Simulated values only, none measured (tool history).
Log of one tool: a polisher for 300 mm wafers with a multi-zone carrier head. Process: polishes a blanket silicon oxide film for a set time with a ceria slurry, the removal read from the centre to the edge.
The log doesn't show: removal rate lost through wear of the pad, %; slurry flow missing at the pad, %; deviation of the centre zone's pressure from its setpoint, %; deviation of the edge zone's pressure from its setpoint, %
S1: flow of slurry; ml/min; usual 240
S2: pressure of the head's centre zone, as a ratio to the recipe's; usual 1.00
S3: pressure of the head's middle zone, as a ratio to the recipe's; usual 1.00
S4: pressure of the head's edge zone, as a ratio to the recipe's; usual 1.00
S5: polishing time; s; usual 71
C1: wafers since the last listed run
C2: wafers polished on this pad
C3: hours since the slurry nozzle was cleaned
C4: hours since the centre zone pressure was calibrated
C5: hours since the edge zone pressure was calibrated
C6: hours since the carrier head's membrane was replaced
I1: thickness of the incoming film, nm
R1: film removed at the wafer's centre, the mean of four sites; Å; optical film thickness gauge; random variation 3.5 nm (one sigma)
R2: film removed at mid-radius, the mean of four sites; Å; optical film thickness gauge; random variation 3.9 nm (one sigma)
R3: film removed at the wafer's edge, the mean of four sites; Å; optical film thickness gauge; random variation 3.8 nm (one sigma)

run	hour	S1	S2	S3	S4	S5	C1	C2	C3	C4	C5	C6	I1	R1	R2	R3
1	0.0	240	1.00	0.96	1.00	71	0	518	314.0	441.5	1287.3	1354.2	1467.3	2785	2494	2624
2	17.6	240	1.00	0.96	1.00	71	158	676	331.6	459.1	1304.9	1371.8	1435.8	2759	2600	2574
3	29.2	240	1.00	1.00	1.00	71	104	780	343.2	470.7	1316.5	1383.4	1469.8	2762	2649	2700
4	42.6	240	1.00	1.00	1.00	71	120	900	356.6	484.1	1329.9	1396.8	1479.8	2780	2563	2694
5	65.3	240	1.00	1.07	1.00	71	203	1104	379.3	506.8	1352.6	1419.5	1439.2	2765	2723	2687
6	82.2	240	1.00	1.03	1.00	71	151	1256	396.2	523.7	1369.5	1436.4	1441.2	2747	2664	2577
7	89.2	240	1.00	1.03	1.00	71	62	1318	403.2	530.7	1376.5	1443.4	1431.4	2757	2755	2605
# hour 93.5: centre zone pressure recalibrated
8	97.0	240	1.00	1.03	1.00	71	52	1371	411.0	3.5	1384.3	1451.2	1449.2	2631	2688	2709
# hour 106.8: worn pad replaced by a new one
9	107.3	240	1.00	1.00	1.00	71	56	4	421.3	13.8	1394.6	1461.5	1466.2	2657	2633	2607
10	122.0	240	1.00	1.00	1.00	71	131	136	436.0	28.5	1409.3	1476.2	1469.2	2686	2599	2648
11	129.4	195	1.00	0.90	1.09	71	66	202	443.4	35.9	1416.7	1483.6	1431.2	2544	2330	2665
12	143.3	155	1.00	1.00	1.06	71	124	327	457.3	49.8	1430.6	1497.5	1464.3	2512	2415	2636
# hour 152.0: carrier head's membrane replaced by a new one
13	158.2	240	1.00	0.89	1.04	85	88	416	472.2	64.7	1445.5	6.2	1444.2	3161	2912	3218
14	172.9	240	1.00	1.11	1.00	71	131	548	486.9	79.4	1460.2	20.9	1446.9	2699	2902	2690
# hour 175.1: edge zone pressure recalibrated
15	179.9	240	1.00	1.00	1.00	71	44	593	493.9	86.4	4.8	27.9	1456.5	2823	2672	2647
# hour 195.3: slurry nozzle cleaned
16	195.8	240	1.00	1.00	1.00	71	133	727	0.5	102.3	20.7	43.8	1441.7	2758	2699	2669
17	209.7	240	1.00	1.00	1.00	54	124	852	14.4	116.2	34.6	57.7	1462.4	2066	2005	1975
18	221.3	240	1.00	1.11	0.90	51	104	956	26.0	127.8	46.2	69.3	1466.2	1986	2116	1819
19	234.3	240	1.00	1.00	1.12	71	116	1072	39.0	140.8	59.2	82.3	1457.1	2754	2658	2732
20	251.4	160	1.11	1.00	0.89	80	153	1226	56.1	157.9	76.3	99.4	1469.7	3263	2742	2618
# hour 265.0: worn pad replaced by a new one
21	265.5	185	1.10	1.00	0.90	71	90	4	70.2	172.0	90.4	113.5	1447.0	2969	2537	2423

What the log doesn't show, run by run:
removal rate lost through wear of the pad, %: 0 in every run
slurry flow missing at the pad, %: 0 in every run
deviation of the edge zone's pressure from its setpoint, %: 0 in every run
H1: deviation of the centre zone's pressure from its setpoint, %
run	H1
1	10.1
2	10.2
3	10.3
4	10.3
5	10.4
6	10.5
7	10.5
8	2.5
9	3.26
10	4.27
11	4.74
12	5.57
13	6.39
14	7.13
15	7.45
16	8.15
17	8.7
18	9.13
19	9.57
20	10.1
21	10.5
